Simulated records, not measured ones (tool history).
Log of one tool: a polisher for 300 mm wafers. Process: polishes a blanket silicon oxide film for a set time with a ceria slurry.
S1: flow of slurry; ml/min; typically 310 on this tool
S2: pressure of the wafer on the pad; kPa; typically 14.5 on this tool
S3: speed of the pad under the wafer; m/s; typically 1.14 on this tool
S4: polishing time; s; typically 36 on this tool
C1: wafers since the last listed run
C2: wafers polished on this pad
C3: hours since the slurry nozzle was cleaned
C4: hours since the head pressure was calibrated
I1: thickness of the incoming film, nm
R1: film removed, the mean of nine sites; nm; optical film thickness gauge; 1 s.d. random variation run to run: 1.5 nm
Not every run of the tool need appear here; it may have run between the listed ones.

run    hour   S1    S2    S3  S4    C1    C2     C3     C4      I1     R1
  1     0.0  310  16.5  1.14  36     0  2480  298.7    2.5  1737.2  145.0
       35.7  -- worn pad replaced by a new one
  2   105.0  310  16.5  1.14  36  1097   752  403.7  107.5  1724.9  142.8
  3   156.8  310  16.5  1.14  36   562  1315  455.5  159.3  1747.7  137.9
      210.4  -- slurry nozzle cleaned
  4   228.1  310  14.5  1.14  36   763  2079   17.7  230.6  1743.4  122.7
      287.6  -- worn pad replaced by a new one
  5   295.8  310  14.5  1.14  36   692    88   85.4  298.3  1708.4  121.3
  6   375.9  310  14.5  1.14  36   870   959  165.5  378.4  1729.9  120.2
  7   493.5  310  14.5  1.14  41  1277  2236  283.1  496.0  1733.8  134.7
      532.4  -- worn pad replaced by a new one
  8   538.3  310  14.5  1.14  36   443    63  327.9  540.8  1733.0  116.3
  9   586.7  310  14.5  1.14  36   525   589  376.3  589.2  1762.2  117.1
 10   677.2  310  14.5  1.14  42   983  1572  466.8  679.7  1747.2  136.4
      749.0  -- slurry nozzle cleaned
      761.2  -- worn pad replaced by a new one
 11   762.7  370  16.5  0.84  49   874    15   13.7  765.2  1728.6  131.1
 12   822.6  310  14.5  1.14  36   650   666   73.6  825.1  1749.7  116.4
 13   914.5  410  14.5  1.00  36   998  1665  165.5  917.0  1711.4  102.8
      965.9  -- head pressure recalibrated
 14  1007.4  310  14.5  1.14  36   987  2652  258.4   41.5  1718.5  126.8
     1013.6  -- worn pad replaced by a new one
 15  1053.0  340  16.5  0.76  36   451   427  304.0   87.1  1706.4   93.5
 16  1124.8  310  14.5  0.84  49   780  1207  375.8  158.9  1746.7  122.7
 17  1210.6  390  11.7  1.14  28   932  2140  461.6  244.7  1745.7   78.7
 18  1282.7  375  17.2  0.92  23   783  2923  533.7  316.8  1720.3   74.0

Each row is a separate what-if for the run after 18, all from the same tool condition, not one after another. Results?
  A  1283.1  310  14.5  1.14  36   4  2927  534.1  317.2  1726.6   ?
  B  1283.1  310  18.6  1.28  31   4  2927  534.1  317.2  1726.6   ?
  C  1283.1  310  14.5  1.14  28   4  2927  534.1  317.2  1726.6   ?

run     R1
  A  119.7
  B  143.6
  C   93.1
Stripped of hidden state, with their random variation kept, the same runs would have yielded:
run     R1
  A  130.3
  B  156.4
  C  101.4

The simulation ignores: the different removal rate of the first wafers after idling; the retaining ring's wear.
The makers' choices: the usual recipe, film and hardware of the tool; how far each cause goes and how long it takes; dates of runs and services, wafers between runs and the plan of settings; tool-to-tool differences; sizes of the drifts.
